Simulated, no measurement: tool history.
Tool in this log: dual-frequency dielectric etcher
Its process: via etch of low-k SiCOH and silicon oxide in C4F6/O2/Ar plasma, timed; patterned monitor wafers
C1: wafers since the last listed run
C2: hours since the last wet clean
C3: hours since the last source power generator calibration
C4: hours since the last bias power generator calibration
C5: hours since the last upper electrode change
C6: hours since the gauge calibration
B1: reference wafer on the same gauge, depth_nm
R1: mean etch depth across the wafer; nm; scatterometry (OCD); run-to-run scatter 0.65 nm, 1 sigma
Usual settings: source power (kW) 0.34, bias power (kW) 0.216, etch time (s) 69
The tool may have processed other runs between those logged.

Run 1, hour 0: usual settings but bias power (kW) 0.199; C1 0; C2 262.7; C3 2295.1; C4 3739.8; C5 2583.2; C6 243.7; B1 193.2. Result: R1 170 nm.
Run 2, hour 29.5: usual settings but bias power (kW) 0.199; C1 302; C2 292.2; C3 2324.6; C4 3769.3; C5 2612.7; C6 273.2; B1 192.7. Result: R1 169.6 nm.
Run 3, hour 43.2: usual settings but bias power (kW) 0.199; C1 140; C2 305.9; C3 2338.3; C4 3783; C5 2626.4; C6 286.9; B1 193. Result: R1 169.7 nm.
Run 4, hour 68.6: usual settings; C1 260; C2 331.3; C3 2363.7; C4 3808.4; C5 2651.8; C6 312.3; B1 193. Result: R1 175 nm.
Run 5, hour 104.5: usual settings; C1 368; C2 367.2; C3 2399.6; C4 3844.3; C5 2687.7; C6 348.2; B1 193.1. Result: R1 175.8 nm.
Run 6, hour 135.8: usual settings; C1 320; C2 398.5; C3 2430.9; C4 3875.6; C5 2719; C6 379.5; B1 192.9. Result: R1 175.2 nm.
At hour 148.3: gauge calibrated.
Run 7, hour 155.6: usual settings; C1 202; C2 418.3; C3 2450.7; C4 3895.4; C5 2738.8; C6 7.3; B1 193. Result: R1 174.9 nm.
Run 8, hour 170: usual settings; C1 147; C2 432.7; C3 2465.1; C4 3909.8; C5 2753.2; C6 21.7; B1 193.1. Result: R1 174.9 nm.
At hour 192: source power generator calibrated.
At hour 215.8: upper electrode replaced.
Run 9, hour 216.3: usual settings; C1 189; C2 479; C3 24.3; C4 3956.1; C5 0.5; C6 68; B1 193.4. Result: R1 174.2 nm.
Run 10, hour 232.2: usual settings but bias power (kW) 0.185; C1 163; C2 494.9; C3 40.2; C4 3972; C5 16.4; C6 83.9; B1 193. Result: R1 161.5 nm.
At hour 272.7: wet clean of the chamber.
Run 11, hour 273.2: usual settings but bias power (kW) 0.185; C1 174; C2 0.5; C3 81.2; C4 4013; C5 57.4; C6 124.9; B1 193.1. Result: R1 169.3 nm.
Run 12, hour 276.3: usual settings but source power (kW) 0.26, bias power (kW) 0.197, etch time (s) 77.5; C1 31; C2 3.6; C3 84.3; C4 4016.1; C5 60.5; C6 128; B1 192.8. Result: R1 174.3 nm.
At hour 286.8: bias power generator calibrated.
Run 13, hour 290.9: usual settings but source power (kW) 0.29, bias power (kW) 0.184, etch time (s) 75.5; C1 108; C2 18.2; C3 98.9; C4 4.1; C5 75.1; C6 142.6; B1 192.9. Result: R1 174.6 nm.
Run 14, hour 318.9: usual settings; C1 287; C2 46.2; C3 126.9; C4 32.1; C5 103.1; C6 170.6; B1 192.9. Result: R1 180 nm.
Run 15, hour 342: usual settings but bias power (kW) 0.258; C1 236; C2 69.3; C3 150; C4 55.2; C5 126.2; C6 193.7; B1 193.1. Result: R1 195.2 nm.
Run 16, hour 356.3: usual settings but source power (kW) 0.31, bias power (kW) 0.239, etch time (s) 88; C1 146; C2 83.6; C3 164.3; C4 69.5; C5 140.5; C6 208; B1 193. Result: R1 232 nm.
Run 17, hour 381.5: usual settings but source power (kW) 0.38, bias power (kW) 0.255, etch time (s) 54; C1 258; C2 108.8; C3 189.5; C4 94.7; C5 165.7; C6 233.2; B1 193.3. Result: R1 159.5 nm.
Run 18, hour 404.3: usual settings but source power (kW) 0.38, bias power (kW) 0.181, etch time (s) 59.5; C1 233; C2 131.6; C3 212.3; C4 117.5; C5 188.5; C6 256; B1 193. Result: R1 150.1 nm.
Run 19, hour 433.9: usual settings but bias power (kW) 0.25, etch time (s) 79.5; C1 303; C2 161.2; C3 241.9; C4 147.1; C5 218.1; C6 285.6; B1 193.2. Result: R1 220.2 nm.
Run 20, hour 480.1: usual settings but source power (kW) 0.31, bias power (kW) 0.19; C1 473; C2 207.4; C3 288.1; C4 193.3; C5 264.3; C6 331.8; B1 192.8. Result: R1 161.9 nm.
At hour 484.2: gauge calibrated.
Run 21, hour 577.9: usual settings but bias power (kW) 0.163; C1 1002; C2 305.2; C3 385.9; C4 291.1; C5 362.1; C6 93.7; B1 193.2. Result: R1 155.1 nm.
Run 22, hour 604.4: usual settings; C1 271; C2 331.7; C3 412.4; C4 317.6; C5 388.6; C6 120.2; B1 193.1. Result: R1 176.8 nm.
Run 23, hour 626.5: usual settings but source power (kW) 0.39, bias power (kW) 0.182; C1 226; C2 353.8; C3 434.5; C4 339.7; C5 410.7; C6 142.3; B1 193. Result: R1 175.3 nm.

Here are 3 independent what-if runs from the current tool condition. What would each one return?
Run A, hour 626.9: usual settings; C1 4; C2 354.2; C3 434.9; C4 340.1; C5 411.1; C6 142.7; B1 ?. Result: R1 ?.
Run B, hour 626.9: usual settings but source power (kW) 0.26; C1 4; C2 354.2; C3 434.9; C4 340.1; C5 411.1; C6 142.7; B1 ?. Result: R1 ?.
Run C, hour 626.9: usual settings but source power (kW) 0.37, etch time (s) 78; C1 4; C2 354.2; C3 434.9; C4 340.1; C5 411.1; C6 142.7; B1 ?. Result: R1 ?.

run     B1     R1
  A  192.9  177.2
  B  192.9  158.6
  C  192.9  207.4
What these runs would have given with no unlogged condition in the tool:
run     R1
  A  181.7
  B  162.6
  C  212.6

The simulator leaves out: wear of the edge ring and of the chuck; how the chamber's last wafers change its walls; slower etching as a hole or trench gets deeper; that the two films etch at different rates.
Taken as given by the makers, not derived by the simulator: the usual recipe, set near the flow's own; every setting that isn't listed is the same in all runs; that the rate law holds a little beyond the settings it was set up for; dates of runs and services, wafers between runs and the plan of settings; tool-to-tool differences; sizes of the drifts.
